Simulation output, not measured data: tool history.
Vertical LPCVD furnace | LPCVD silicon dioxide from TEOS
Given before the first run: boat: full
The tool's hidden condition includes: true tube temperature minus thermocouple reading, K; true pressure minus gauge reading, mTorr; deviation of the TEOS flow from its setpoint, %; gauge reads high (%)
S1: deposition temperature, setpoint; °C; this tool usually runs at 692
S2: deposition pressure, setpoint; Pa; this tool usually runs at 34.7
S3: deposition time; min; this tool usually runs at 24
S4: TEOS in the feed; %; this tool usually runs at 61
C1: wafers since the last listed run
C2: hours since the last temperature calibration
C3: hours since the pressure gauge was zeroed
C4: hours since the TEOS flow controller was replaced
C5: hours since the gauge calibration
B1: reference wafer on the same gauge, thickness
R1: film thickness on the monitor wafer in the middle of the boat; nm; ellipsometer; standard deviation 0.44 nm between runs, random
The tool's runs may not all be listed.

Run 1, hour 0: usual settings but S4 57 %; C1 0; C2 1889.9; C3 1776.6; C4 5777.3; C5 817.4; B1 108.05. Result: R1 129.42 nm.
Run 2, hour 42.1: usual settings but S4 57 %; C1 357; C2 1932; C3 1818.7; C4 5819.4; C5 859.5; B1 108.01. Result: R1 129.42 nm.
Run 3, hour 83.1: usual settings but S4 55 %; C1 347; C2 1973; C3 1859.7; C4 5860.4; C5 900.5; B1 108.04. Result: R1 128.09 nm.
Run 4, hour 142.5: usual settings; C1 503; C2 2032.4; C3 1919.1; C4 5919.8; C5 959.9; B1 108. Result: R1 134.37 nm.
Run 5, hour 191: usual settings; C1 411; C2 2080.9; C3 1967.6; C4 5968.3; C5 1008.4; B1 107.94. Result: R1 135.03 nm.
Run 6, hour 259.5: usual settings but S1 696 °C, S2 37.3 Pa; C1 581; C2 2149.4; C3 2036.1; C4 6036.8; C5 1076.9; B1 107.97. Result: R1 153.03 nm.
Run 7, hour 290.6: usual settings but S1 696 °C, S2 37.3 Pa; C1 263; C2 2180.5; C3 2067.2; C4 6067.9; C5 1108; B1 107.99. Result: R1 154.39 nm.
Run 8, hour 460.7: usual settings but S1 696 °C, S2 37.3 Pa; C1 1443; C2 2350.6; C3 2237.3; C4 6238; C5 1278.1; B1 107.98. Result: R1 153.58 nm.
Run 9, hour 503.9: usual settings; C1 366; C2 2393.8; C3 2280.5; C4 6281.2; C5 1321.3; B1 108.01. Result: R1 134.02 nm.
At hour 540.6: pressure gauge zeroed.
Run 10, hour 541.1: usual settings; C1 111; C2 2431; C3 0.5; C4 6318.4; C5 1358.5; B1 107.97. Result: R1 138.38 nm.
Run 11, hour 568.8: usual settings; C1 235; C2 2458.7; C3 28.2; C4 6346.1; C5 1386.2; B1 108.01. Result: R1 137.63 nm.
Run 12, hour 620.3: usual settings; C1 436; C2 2510.2; C3 79.7; C4 6397.6; C5 1437.7; B1 108.01. Result: R1 138.22 nm.
Run 13, hour 664.6: usual settings; C1 375; C2 2554.5; C3 124; C4 6441.9; C5 1482; B1 107.99. Result: R1 137.52 nm.
Run 14, hour 706.6: usual settings; C1 356; C2 2596.5; C3 166; C4 6483.9; C5 1524; B1 108.02. Result: R1 138.11 nm.
Run 15, hour 751.6: usual settings; C1 381; C2 2641.5; C3 211; C4 6528.9; C5 1569; B1 107.98. Result: R1 137.33 nm.
At hour 769.6: gauge calibrated.
Run 16, hour 783.6: usual settings but S3 16 min; C1 271; C2 2673.5; C3 243; C4 6560.9; C5 14; B1 107.99. Result: R1 91.73 nm.
Run 17, hour 844.1: usual settings; C1 513; C2 2734; C3 303.5; C4 6621.4; C5 74.5; B1 107.96. Result: R1 138.65 nm.
Run 18, hour 880.1: usual settings but S2 40 Pa; C1 305; C2 2770; C3 339.5; C4 6657.4; C5 110.5; B1 108.02. Result: R1 148.06 nm.
Run 19, hour 916.7: usual settings; C1 310; C2 2806.6; C3 376.1; C4 6694; C5 147.1; B1 107.97. Result: R1 137.57 nm.
Run 20, hour 1029.2: usual settings but S1 683 °C; C1 954; C2 2919.1; C3 488.6; C4 6806.5; C5 259.6; B1 108. Result: R1 111.43 nm.
Run 21, hour 1217.3: usual settings but S1 689 °C, S2 26.7 Pa, S3 32 min, S4 56 %; C1 1595; C2 3107.2; C3 676.7; C4 6994.6; C5 447.7; B1 107.99. Result: R1 144.18 nm.
At hour 1244.3: thermocouples replaced and temperature profile calibrated.
Run 22, hour 1257.6: usual settings but S1 697 °C, S4 56 %; C1 138; C2 13.3; C3 717; C4 7034.9; C5 488; B1 108.03. Result: R1 143.24 nm.
Run 23, hour 1317.6: usual settings; C1 509; C2 73.3; C3 777; C4 7094.9; C5 548; B1 107.99. Result: R1 132.51 nm.
Run 24, hour 1349.3: usual settings but S2 37.3 Pa; C1 268; C2 105; C3 808.7; C4 7126.6; C5 579.7; B1 108.01. Result: R1 137.35 nm.
At hour 1379.2: TEOS flow controller replaced.
Run 25, hour 1403.4: usual settings but S1 700 °C, S3 16.5 min, S4 67 %; C1 255; C2 159.1; C3 862.8; C4 24.2; C5 633.8; B1 108.03. Result: R1 115.77 nm.
Run 26, hour 1614.2: usual settings but S2 40 Pa, S3 29.5 min, S4 68 %; C1 1788; C2 369.9; C3 1073.6; C4 235; C5 844.6; B1 108.01. Result: R1 185.04 nm.
Run 27, hour 1656.4: usual settings but S1 696 °C, S2 37.3 Pa; C1 358; C2 412.1; C3 1115.8; C4 277.2; C5 886.8; B1 107.99. Result: R1 150.84 nm.
Run 28, hour 1716.8: usual settings but S3 27.5 min; C1 512; C2 472.5; C3 1176.2; C4 337.6; C5 947.2; B1 107.97. Result: R1 151.64 nm.
Run 29, hour 1770: usual settings but S1 697 °C, S3 30.5 min; C1 451; C2 525.7; C3 1229.4; C4 390.8; C5 1000.4; B1 108.03. Result: R1 191.12 nm.

Branching from run 29: 4 alternative next runs. What would each branch give?
Run A, hour 1774.8: usual settings but S4 54 %; C1 40; C2 530.5; C3 1234.2; C4 395.6; C5 1005.2; B1 ?. Result: R1 ?.
Run B, hour 1774.8: usual settings but S1 695 °C; C1 40; C2 530.5; C3 1234.2; C4 395.6; C5 1005.2; B1 ?. Result: R1 ?.
Run C, hour 1774.8: usual settings but S1 686 °C, S2 38 Pa, S3 18 min; C1 40; C2 530.5; C3 1234.2; C4 395.6; C5 1005.2; B1 ?. Result: R1 ?.
Run D, hour 1774.8: usual settings but S1 701 °C, S2 30 Pa; C1 40; C2 530.5; C3 1234.2; C4 395.6; C5 1005.2; B1 ?. Result: R1 ?.

run      B1      R1
  A  108.04  124.65
  B  108.04  142.19
  C  108.04   90.26
  D  108.04  151.96
With no hidden state in the tool, these same runs would have given:
run      R1
  A  124.83
  B   142.4
  C   90.32
  D   152.4

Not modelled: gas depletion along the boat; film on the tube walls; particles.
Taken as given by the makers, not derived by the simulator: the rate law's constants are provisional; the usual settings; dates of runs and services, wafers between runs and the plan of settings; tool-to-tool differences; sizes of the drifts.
